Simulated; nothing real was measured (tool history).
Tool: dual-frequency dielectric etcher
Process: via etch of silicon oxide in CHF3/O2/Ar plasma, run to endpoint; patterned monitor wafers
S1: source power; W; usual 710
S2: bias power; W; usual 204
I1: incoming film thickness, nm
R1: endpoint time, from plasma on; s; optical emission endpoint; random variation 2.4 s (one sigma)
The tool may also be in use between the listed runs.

Run 1, day 0: usual settings but S1 650 W, S2 234 W; I1 695.1. Result: R1 305.1 s.
Run 2, day 1.567: usual settings but S1 650 W, S2 234 W; I1 705.5. Result: R1 311.7 s.
Run 3, day 3.417: usual settings but S2 235 W; I1 701.1. Result: R1 294.5 s.
Run 4, day 5.833: usual settings but S2 235 W; I1 700.8. Result: R1 294.9 s.
Run 5, day 7.904: usual settings; I1 695.9. Result: R1 299.9 s.
Run 6, day 9.775: usual settings; I1 708.1. Result: R1 306.2 s.
At day 10.262: source power generator calibrated.
Run 7, day 11.25: usual settings; I1 700.1. Result: R1 297.6 s.
Run 8, day 12.871: usual settings but S2 235 W; I1 692.6. Result: R1 286.5 s.
At day 14.192: wet clean of the chamber.
Run 9, day 15.625: usual settings but S1 820 W, S2 191 W; I1 702.2. Result: R1 309.9 s.
Run 10, day 18.304: usual settings but S1 840 W, S2 252 W; I1 699.3. Result: R1 278.1 s.
At day 20.558: upper electrode replaced.
At day 20.75: bias power generator calibrated.
Run 11, day 20.771: usual settings but S1 850 W, S2 226 W; I1 703.8. Result: R1 290.8 s.
Run 12, day 22.229: usual settings but S2 184 W; I1 705.7. Result: R1 318.5 s.
Run 13, day 24.642: usual settings but S1 640 W, S2 245 W; I1 688. Result: R1 294.2 s.
Run 14, day 27.238: usual settings; I1 706.6. Result: R1 306.7 s.

Measured less the same run without the tool's hidden state. The same run-to-run variation is in both; the gauge's scatter may not be:
The hidden state here: etch rate over this chamber's usual, %; source power that arrives over what is set, %; bias power that arrives over what is set, %.
run     R1
  1   -4.6
  2   -6.1
  3   -7.2
  4   -9.2
  5  -11.1
  6  -12.8
  7  -13.7
  8  -14.4
  9   -0.3
 10   -2.2
 11   -4.3
 12     -6
 13   -7.5
 14    -10
